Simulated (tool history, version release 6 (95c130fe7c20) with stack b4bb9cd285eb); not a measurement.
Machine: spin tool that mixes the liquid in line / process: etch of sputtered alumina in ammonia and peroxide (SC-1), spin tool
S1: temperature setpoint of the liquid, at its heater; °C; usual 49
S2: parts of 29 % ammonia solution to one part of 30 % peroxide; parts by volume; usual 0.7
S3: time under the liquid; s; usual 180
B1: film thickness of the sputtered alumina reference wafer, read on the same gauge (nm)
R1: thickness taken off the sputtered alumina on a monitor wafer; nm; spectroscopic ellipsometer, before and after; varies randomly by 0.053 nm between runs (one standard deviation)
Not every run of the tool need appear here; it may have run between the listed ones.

run 1 day=0 | S1=49 S2=0.7 S3=180 | B1=150 | R1=10.48
-- day=1.962 new drum of ammonia solution connected
run 2 day=2.554 | S1=49 S2=0.7 S3=180 | B1=150 | R1=10.53
run 3 day=5.071 | S1=49 S2=0.7 S3=180 | B1=149.99 | R1=10.55
run 4 day=9.062 | S1=49 S2=0.7 S3=180 | B1=150 | R1=10.43
-- day=11.446 thermometer replaced
run 5 day=18.529 | S1=56.5 S2=0.7 S3=250 | B1=150 | R1=21.79
run 6 day=21.45 | S1=56.5 S2=0.7 S3=250 | B1=150 | R1=21.76
run 7 day=23.804 | S1=49 S2=0.7 S3=180 | B1=150 | R1=10.38
-- day=24.354 new drum of ammonia solution connected
run 8 day=27.538 | S1=53 S2=0.7 S3=180 | B1=149.99 | R1=12.93
-- day=31.5 ammonia flow meter replaced
-- day=35.392 thermometer replaced
run 9 day=40.004 | S1=51 S2=0.7 S3=180 | B1=150 | R1=11.47
run 10 day=44.321 | S1=49 S2=0.7 S3=155 | B1=149.99 | R1=8.87
-- day=47.058 new drum of ammonia solution connected
run 11 day=47.867 | S1=49 S2=0.7 S3=180 | B1=150 | R1=10.28
run 12 day=51.517 | S1=49 S2=0.7 S3=225 | B1=150 | R1=12.77
-- day=54.9 gauge calibrated
run 13 day=55.767 | S1=45.5 S2=1 S3=180 | B1=149.99 | R1=8.65
-- day=58.838 thermometer replaced
run 14 day=60.233 | S1=43 S2=1 S3=220 | B1=149.99 | R1=9.03
run 15 day=63.388 | S1=41 S2=0.7 S3=210 | B1=149.99 | R1=7.41
-- day=64.179 heated supply line repaired
run 16 day=66.812 | S1=42 S2=1 S3=85 | B1=149.97 | R1=3.52
run 17 day=69.471 | S1=43 S2=0.7 S3=270 | B1=150 | R1=11.34
run 18 day=72.396 | S1=45 S2=0.45 S3=180 | B1=150 | R1=8.14
-- day=74.429 new drum of ammonia solution connected
run 19 day=75.208 | S1=49 S2=0.7 S3=180 | B1=150 | R1=10.5
run 20 day=77.171 | S1=41.5 S2=0.55 S3=135 | B1=150 | R1=5.06
run 21 day=79.275 | S1=56.5 S2=0.5 S3=180 | B1=150 | R1=15.41
-- day=81.629 thermometer replaced
run 22 day=83.767 | S1=56 S2=0.7 S3=180 | B1=150 | R1=15.51
run 23 day=88.058 | S1=46.5 S2=0.7 S3=220 | B1=149.98 | R1=11.17
run 24 day=91.4 | S1=58 S2=0.7 S3=130 | B1=150 | R1=12.18
run 25 day=94.667 | S1=42 S2=0.95 S3=220 | B1=150.01 | R1=8.87

3 ways to go on from here, each from the tool as it stands after run 25. What would each give?
run A day=94.688 | S1=49 S2=0.9 S3=180 | B1=? | R1=?
run B day=94.688 | S1=49 S2=0.7 S3=235 | B1=? | R1=?
run C day=94.688 | S1=55.5 S2=1 S3=95 | B1=? | R1=?

run=A B1=150.02 R1=10.76
run=B B1=150.02 R1=13.71
run=C B1=150.02 R1=8.16
Had the tool no hidden state, the same runs would have come out as:
run=A R1=11
run=B R1=14.02
run=C R1=8.34

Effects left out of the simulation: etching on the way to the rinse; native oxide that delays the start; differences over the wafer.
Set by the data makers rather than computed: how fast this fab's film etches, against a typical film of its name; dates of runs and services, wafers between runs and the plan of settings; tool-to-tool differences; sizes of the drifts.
